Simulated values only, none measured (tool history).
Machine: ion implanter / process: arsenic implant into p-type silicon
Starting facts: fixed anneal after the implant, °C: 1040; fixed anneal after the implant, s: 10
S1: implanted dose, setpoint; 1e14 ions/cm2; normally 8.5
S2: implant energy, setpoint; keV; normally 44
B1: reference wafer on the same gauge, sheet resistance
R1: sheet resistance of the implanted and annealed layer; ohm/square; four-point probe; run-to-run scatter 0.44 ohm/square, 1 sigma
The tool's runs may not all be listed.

run,day,S1,S2,B1,R1
1,0,8.5,47.5,112.03,120.49
2,1.296,8.5,47.5,111.98,122.13
3,1.983,8.5,47.5,112.03,120.19
4,3.296,8.5,44,111.95,122.16
# day 4.671: extraction supply calibrated
5,6.617,8.5,44,111.95,121.18
6,7.492,8.5,44,111.93,120.79
# day 8.021: gauge calibrated
7,8.521,8.5,44,112.06,121.36
# day 9.854: Faraday cup replaced and dose calibrated
8,9.875,8.5,52,111.95,115.83
9,10.083,8.5,44,112.17,119.02
10,10.796,6.17,31,112.03,158.4
# day 12.417: Faraday cup replaced and dose calibrated, repeated, since the last time left the tool worse
11,12.438,7.62,53,112.04,130.75
12,13.196,8.5,44,112.06,123.52
13,13.925,8.5,44,111.88,124.32
14,14.438,6.05,44,112.1,158.98
15,15.071,10.22,39,112.03,110.73

4 options for the next run, each taken on its own from the tool as it stands now. Forecast them:
A,15.088,9.96,44,?,?
B,15.088,6.26,50,?,?
C,15.088,8.5,49,?,?
D,15.088,6.01,44,?,?

run,B1,R1
A,112.03,111.15
B,112.03,152.93
C,112.03,122.05
D,112.03,160.61
The same runs, with their run-to-run variation unchanged, on a tool lacking any hidden condition would have given:
run,R1
A,111.29
B,153.14
C,122.21
D,160.83
